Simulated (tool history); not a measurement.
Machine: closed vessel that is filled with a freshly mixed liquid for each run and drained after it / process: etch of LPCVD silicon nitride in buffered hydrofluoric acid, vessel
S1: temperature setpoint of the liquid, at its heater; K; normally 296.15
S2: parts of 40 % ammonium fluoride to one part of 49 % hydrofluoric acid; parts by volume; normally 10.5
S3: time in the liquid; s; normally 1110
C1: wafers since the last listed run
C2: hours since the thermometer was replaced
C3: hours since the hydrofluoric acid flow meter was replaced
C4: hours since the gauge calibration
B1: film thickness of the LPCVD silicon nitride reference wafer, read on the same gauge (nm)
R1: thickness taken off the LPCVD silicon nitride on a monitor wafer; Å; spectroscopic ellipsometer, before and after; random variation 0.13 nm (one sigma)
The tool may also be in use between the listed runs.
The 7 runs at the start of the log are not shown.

{"run": 8, "hour": 393.5, "S1": 296.15, "S2": 10.5, "S3": 740, "C1": 2214, "C2": 371.5, "C3": 1257.8, "C4": 146.5, "B1": 50.01, "R1": 91.5}
{"run": 9, "hour": 451.5, "S1": 296.15, "S2": 10.5, "S3": 740, "C1": 2841, "C2": 429.5, "C3": 1315.8, "C4": 204.5, "B1": 50.0, "R1": 90.7}
{"run": 10, "hour": 497.3, "S1": 296.15, "S2": 13.5, "S3": 1110, "C1": 2243, "C2": 475.3, "C3": 1361.6, "C4": 250.3, "B1": 50.0, "R1": 107.0}
{"run": 11, "hour": 549.6, "S1": 296.15, "S2": 13.5, "S3": 1110, "C1": 2561, "C2": 527.6, "C3": 1413.9, "C4": 302.6, "B1": 50.01, "R1": 107.9}
{"run": 12, "hour": 613.6, "S1": 296.15, "S2": 13.5, "S3": 1110, "C1": 3135, "C2": 591.6, "C3": 1477.9, "C4": 366.6, "B1": 50.01, "R1": 108.6}
{"run": 13, "hour": 669.3, "S1": 299.15, "S2": 10.5, "S3": 715, "C1": 2728, "C2": 647.3, "C3": 1533.6, "C4": 422.3, "B1": 49.98, "R1": 105.3}
{"run": 14, "hour": 705.8, "S1": 299.15, "S2": 10.5, "S3": 715, "C1": 1787, "C2": 683.8, "C3": 1570.1, "C4": 458.8, "B1": 50.0, "R1": 105.2}
{"run": 15, "hour": 756.9, "S1": 296.15, "S2": 10.5, "S3": 1110, "C1": 2503, "C2": 734.9, "C3": 1621.2, "C4": 509.9, "B1": 50.0, "R1": 143.2}
{"run": 16, "hour": 805.6, "S1": 296.15, "S2": 10.5, "S3": 1110, "C1": 2385, "C2": 783.6, "C3": 1669.9, "C4": 558.6, "B1": 50.0, "R1": 142.7}
{"run": 17, "hour": 871.4, "S1": 296.15, "S2": 13.0, "S3": 730, "C1": 3223, "C2": 849.4, "C3": 1735.7, "C4": 624.4, "B1": 50.0, "R1": 76.8}
{"run": 18, "hour": 902.8, "S1": 297.65, "S2": 10.5, "S3": 1685, "C1": 1538, "C2": 880.8, "C3": 1767.1, "C4": 655.8, "B1": 49.99, "R1": 236.4}
{"run": 19, "hour": 932.4, "S1": 301.15, "S2": 8.0, "S3": 1680, "C1": 1449, "C2": 910.4, "C3": 1796.7, "C4": 685.4, "B1": 50.0, "R1": 369.6}
{"hour": 949.6, "done": "hydrofluoric acid flow meter replaced"}
{"hour": 957.3, "done": "thermometer replaced"}
{"run": 20, "hour": 987.6, "S1": 298.65, "S2": 8.0, "S3": 545, "C1": 2605, "C2": 30.3, "C3": 38.0, "C4": 740.6, "B1": 49.98, "R1": 92.3}
{"run": 21, "hour": 1121.3, "S1": 299.15, "S2": 6.5, "S3": 700, "C1": 6549, "C2": 164.0, "C3": 171.7, "C4": 874.3, "B1": 50.0, "R1": 153.5}
{"run": 22, "hour": 1160.7, "S1": 296.15, "S2": 12.0, "S3": 1110, "C1": 1929, "C2": 203.4, "C3": 211.1, "C4": 913.7, "B1": 50.01, "R1": 116.0}
{"run": 23, "hour": 1225.8, "S1": 298.15, "S2": 6.5, "S3": 500, "C1": 3188, "C2": 268.5, "C3": 276.2, "C4": 978.8, "B1": 50.01, "R1": 103.6}
{"hour": 1226.3, "done": "gauge calibrated"}
{"run": 24, "hour": 1255.6, "S1": 296.15, "S2": 10.5, "S3": 1110, "C1": 1459, "C2": 298.3, "C3": 306.0, "C4": 29.3, "B1": 49.99, "R1": 134.3}
{"run": 25, "hour": 1307.0, "S1": 296.15, "S2": 10.5, "S3": 1110, "C1": 2517, "C2": 349.7, "C3": 357.4, "C4": 80.7, "B1": 50.01, "R1": 134.1}
{"run": 26, "hour": 1344.5, "S1": 299.15, "S2": 10.5, "S3": 470, "C1": 1836, "C2": 387.2, "C3": 394.9, "C4": 118.2, "B1": 49.99, "R1": 68.0}
{"run": 27, "hour": 1405.6, "S1": 293.65, "S2": 13.0, "S3": 1310, "C1": 2992, "C2": 448.3, "C3": 456.0, "C4": 179.3, "B1": 49.99, "R1": 115.0}
{"run": 28, "hour": 1448.4, "S1": 292.15, "S2": 7.5, "S3": 1765, "C1": 2096, "C2": 491.1, "C3": 498.8, "C4": 222.1, "B1": 50.01, "R1": 238.4}
{"run": 29, "hour": 1493.1, "S1": 297.65, "S2": 11.5, "S3": 1315, "C1": 2189, "C2": 535.8, "C3": 543.5, "C4": 266.8, "B1": 50.01, "R1": 159.5}
{"run": 30, "hour": 1523.2, "S1": 292.15, "S2": 7.5, "S3": 1765, "C1": 1474, "C2": 565.9, "C3": 573.6, "C4": 296.9, "B1": 49.98, "R1": 239.5}
{"run": 31, "hour": 1587.4, "S1": 298.15, "S2": 10.5, "S3": 1110, "C1": 3144, "C2": 630.1, "C3": 637.8, "C4": 361.1, "B1": 49.99, "R1": 153.5}
{"run": 32, "hour": 1650.5, "S1": 294.15, "S2": 14.0, "S3": 1110, "C1": 3090, "C2": 693.2, "C3": 700.9, "C4": 424.2, "B1": 50.0, "R1": 94.1}

Branching from run 32: 4 alternative next runs. What would each branch give?
{"run": "A", "hour": 1651.5, "S1": 296.15, "S2": 10.5, "S3": 580, "C1": 48, "C2": 694.2, "C3": 701.9, "C4": 425.2, "B1": "?", "R1": "?"}
{"run": "B", "hour": 1651.5, "S1": 294.15, "S2": 10.5, "S3": 690, "C1": 48, "C2": 694.2, "C3": 701.9, "C4": 425.2, "B1": "?", "R1": "?"}
{"run": "C", "hour": 1651.5, "S1": 293.65, "S2": 12.5, "S3": 790, "C1": 48, "C2": 694.2, "C3": 701.9, "C4": 425.2, "B1": "?", "R1": "?"}
{"run": "D", "hour": 1651.5, "S1": 298.15, "S2": 14.5, "S3": 1110, "C1": 48, "C2": 694.2, "C3": 701.9, "C4": 425.2, "B1": "?", "R1": "?"}

run=A B1=50.01 R1=74.0
run=B B1=50.01 R1=78.9
run=C B1=50.01 R1=74.1
run=D B1=50.01 R1=115.1
With the hidden condition removed and each run's random variation left untouched, the same runs would have given:
run=A R1=67.9
run=B R1=72.3
run=C R1=67.9
run=D R1=105.7
